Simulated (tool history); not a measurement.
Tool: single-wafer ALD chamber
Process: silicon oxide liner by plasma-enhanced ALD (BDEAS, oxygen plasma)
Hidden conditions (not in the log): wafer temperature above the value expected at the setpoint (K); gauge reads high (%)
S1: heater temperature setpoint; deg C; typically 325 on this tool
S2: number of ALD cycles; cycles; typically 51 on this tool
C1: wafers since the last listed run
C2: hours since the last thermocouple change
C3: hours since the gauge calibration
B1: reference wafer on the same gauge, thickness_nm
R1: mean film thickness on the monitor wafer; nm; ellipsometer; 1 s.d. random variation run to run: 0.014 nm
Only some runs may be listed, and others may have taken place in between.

run 1 hour=0.0 | S1=325 S2=51 | C1=0 C2=1339.6 C3=145.3 | B1=4.407 | R1=4.714
run 2 hour=25.3 | S1=325 S2=46 | C1=130 C2=1364.9 C3=170.6 | B1=4.400 | R1=4.232
run 3 hour=47.8 | S1=325 S2=51 | C1=116 C2=1387.4 C3=193.1 | B1=4.401 | R1=4.685
run 4 hour=64.8 | S1=325 S2=51 | C1=87 C2=1404.4 C3=210.1 | B1=4.400 | R1=4.709
run 5 hour=92.4 | S1=325 S2=44 | C1=142 C2=1432.0 C3=237.7 | B1=4.397 | R1=4.055
run 6 hour=126.9 | S1=325 S2=44 | C1=178 C2=1466.5 C3=272.2 | B1=4.395 | R1=4.052
-- hour=143.7 gauge calibrated
run 7 hour=152.2 | S1=325 S2=51 | C1=130 C2=1491.8 C3=8.5 | B1=4.436 | R1=4.747
run 8 hour=175.6 | S1=325 S2=51 | C1=120 C2=1515.2 C3=31.9 | B1=4.422 | R1=4.721
-- hour=193.1 thermocouple changed; heater temperature recalibrated
run 9 hour=196.3 | S1=337 S2=51 | C1=65 C2=3.2 C3=52.6 | B1=4.418 | R1=4.653
run 10 hour=209.6 | S1=325 S2=51 | C1=68 C2=16.5 C3=65.9 | B1=4.413 | R1=4.701
run 11 hour=229.6 | S1=333 S2=44 | C1=103 C2=36.5 C3=85.9 | B1=4.408 | R1=4.033
run 12 hour=262.6 | S1=325 S2=45 | C1=170 C2=69.5 C3=118.9 | B1=4.406 | R1=4.143
run 13 hour=274.9 | S1=325 S2=51 | C1=63 C2=81.8 C3=131.2 | B1=4.404 | R1=4.697
run 14 hour=292.0 | S1=319 S2=59 | C1=88 C2=98.9 C3=148.3 | B1=4.398 | R1=5.476
run 15 hour=320.5 | S1=325 S2=42 | C1=147 C2=127.4 C3=176.8 | B1=4.397 | R1=3.859
run 16 hour=348.5 | S1=321 S2=51 | C1=144 C2=155.4 C3=204.8 | B1=4.398 | R1=4.716
run 17 hour=365.9 | S1=325 S2=51 | C1=89 C2=172.8 C3=222.2 | B1=4.395 | R1=4.700

What was the tool's hidden state at every run in the log?
wafer temperature above the value expected at the setpoint (K): 0 in every run
H1: gauge reads high (%)
run=1 H1=-0.812
run=2 H1=-0.866
run=3 H1=-0.902
run=4 H1=-0.924
run=5 H1=-0.952
run=6 H1=-0.976
run=7 H1=-0.113
run=8 H1=-0.349
run=9 H1=-0.511
run=10 H1=-0.597
run=11 H1=-0.704
run=12 H1=-0.836
run=13 H1=-0.873
run=14 H1=-0.918
run=15 H1=-0.975
run=16 H1=-1.02
run=17 H1=-1.04
